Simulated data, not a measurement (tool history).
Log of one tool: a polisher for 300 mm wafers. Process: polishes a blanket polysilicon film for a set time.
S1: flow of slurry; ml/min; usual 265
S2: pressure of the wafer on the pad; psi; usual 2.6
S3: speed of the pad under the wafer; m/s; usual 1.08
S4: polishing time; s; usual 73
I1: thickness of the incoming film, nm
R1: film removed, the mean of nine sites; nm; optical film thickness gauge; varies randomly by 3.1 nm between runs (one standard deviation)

run   hour   S1   S2    S3  S4      I1     R1
  1    0.0  265  2.6  1.08  73  2073.4  485.8
  2   81.6  265  3.2  0.90  73  2058.2  465.3
     100.0  -- worn pad replaced by a new one
  3  139.3  265  3.2  0.90  73  2053.1  483.5
  4  201.0  265  3.2  0.90  73  2071.1  479.0
  5  262.1  265  1.9  1.08  73  2086.9  349.8
     269.1  -- worn pad replaced by a new one
     421.7  -- slurry nozzle cleaned
     432.1  -- worn pad replaced by a new one
  6  443.4  265  1.9  1.08  73  2046.0  377.9
  7  498.9  265  1.9  1.08  73  2099.9  374.8
  8  532.6  350  2.6  0.78  81  2074.4  402.3
     571.9  -- head pressure recalibrated
  9  578.1  265  3.2  1.08  73  2067.7  573.2
     615.2  -- worn pad replaced by a new one, of another model than before
 10  618.2  320  1.8  1.08  83  2047.0  488.7
 11  685.7  220  2.6  1.08  48  2113.0  311.8
 12  747.6  265  2.6  1.08  73  2072.2  476.1
 13  775.2  265  3.4  0.76  73  2049.7  457.7
     792.4  -- worn pad replaced by a new one
 14  824.2  265  2.6  1.08  99  2047.2  663.4

Here are 3 independent what-if runs from the current tool condition. What would each one return?
  A  824.7  265  2.6  1.08  86  2060.9   ?
  B  824.7  235  2.6  1.08  58  2060.9   ?
  C  824.7  240  2.4  1.22  60  2060.9   ?

run     R1
  A  584.4
  B  386.2
  C  410.7
The same runs, with their run-to-run variation unchanged, on a tool lacking any hidden condition would have given:
run     R1
  A  589.7
  B  389.8
  C  414.4

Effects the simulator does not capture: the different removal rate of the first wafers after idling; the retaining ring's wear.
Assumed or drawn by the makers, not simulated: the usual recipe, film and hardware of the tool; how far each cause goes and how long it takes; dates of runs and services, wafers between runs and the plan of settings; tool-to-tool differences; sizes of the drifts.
